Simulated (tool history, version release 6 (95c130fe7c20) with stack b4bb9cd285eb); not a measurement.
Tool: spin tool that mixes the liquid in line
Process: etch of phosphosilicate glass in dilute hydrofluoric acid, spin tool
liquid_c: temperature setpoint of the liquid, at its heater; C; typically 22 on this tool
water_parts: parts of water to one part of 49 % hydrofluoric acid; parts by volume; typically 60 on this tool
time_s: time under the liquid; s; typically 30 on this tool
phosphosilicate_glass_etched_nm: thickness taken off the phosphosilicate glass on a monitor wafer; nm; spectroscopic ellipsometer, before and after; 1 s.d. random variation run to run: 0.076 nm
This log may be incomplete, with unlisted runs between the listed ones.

run    day  liquid_c  water_parts  time_s  wafers since the last listed run  hours since the thermometer was replaced  hours since the hydrofluoric acid flow meter was replaced  hours since the gauge calibration  read-back film thickness of the phosphosilicate glass reference wafer, read on the same gauge (nm)  phosphosilicate_glass_etched_nm
  1      0        22           40      30                                 0                                    2258.3                                                     1478.1                               13.1                                                                                               49.99                            40.03
  2  0.375        22           40      30                               155                                    2267.3                                                     1487.1                               22.1                                                                                               49.99                            40.14
  3  1.096        22           70      30                               299                                    2284.6                                                     1504.4                               39.4                                                                                               49.98                             21.9
  4  1.654        22           70      30                               231                                      2298                                                     1517.8                               52.8                                                                                                  50                            21.86
  5  1.917        22           60      30                               108                                    2304.3                                                     1524.1                               59.1                                                                                                  50                            25.88
  6  2.617        22           60      30                               290                                    2321.1                                                     1540.9                               75.9                                                                                                  50                            25.96
  7  2.888        22           60      30                               112                                    2327.6                                                     1547.4                               82.4                                                                                               49.98                            25.79
  8  3.558        22           50      45                               278                                    2343.7                                                     1563.5                               98.5                                                                                                  50                            47.13
     3.804  -- thermometer replaced
  9  4.012        22           60      30                               171                                         5                                                     1574.4                              109.4                                                                                               50.02                            25.93
 10  4.375        22           60      40                               150                                      13.7                                                     1583.1                              118.1                                                                                               49.99                            34.37
     4.558  -- hydrofluoric acid flow meter replaced
 11  5.075        26           75      25                               273                                      30.5                                                       12.4                              134.9                                                                                               49.99                            18.16
     5.275  -- gauge calibrated
       5.6  -- hydrofluoric acid flow meter replaced, repeated, since the last time left the tool worse
 12  5.621        22           45      15                               209                                      43.6                                                        0.5                                8.3                                                                                                  50                            18.99
 13  5.921        22           35      15                               124                                      50.8                                                        7.7                               15.5                                                                                               49.98                            24.66
 14  6.654        24           60      35                               304                                      68.4                                                       25.3                               33.1                                                                                               50.01                            35.25
 15  7.342      17.5           80      20                               285                                      84.9                                                       41.8                               49.6                                                                                               50.01                            11.26

Below, some changes in phosphosilicate_glass_etched_nm between adjacent runs. For each, the amount present without the hidden state too (settings, incoming material, random variation) and the amount remaining for the hidden state with gauge scatter not shared by both compared results:
Hidden state at play: liquid colder than its thermometer reads (K); hydrofluoric acid flow below the setpoint (%); gauge reads high (%).
Run 11 -> 12: liquid_c 26 -> 22, water_parts 75 -> 45, time_s 25 -> 15, gauge calibrated, hydrofluoric acid flow meter replaced, repeated, since the last time left the tool worse. phosphosilicate_glass_etched_nm +0.83 nm: hidden state +3.44, all else -2.61.
Run 14 -> 15: liquid_c 24 -> 17.5, water_parts 60 -> 80, time_s 35 -> 20. phosphosilicate_glass_etched_nm -23.99 nm: hidden state +0.4, all else -24.39.
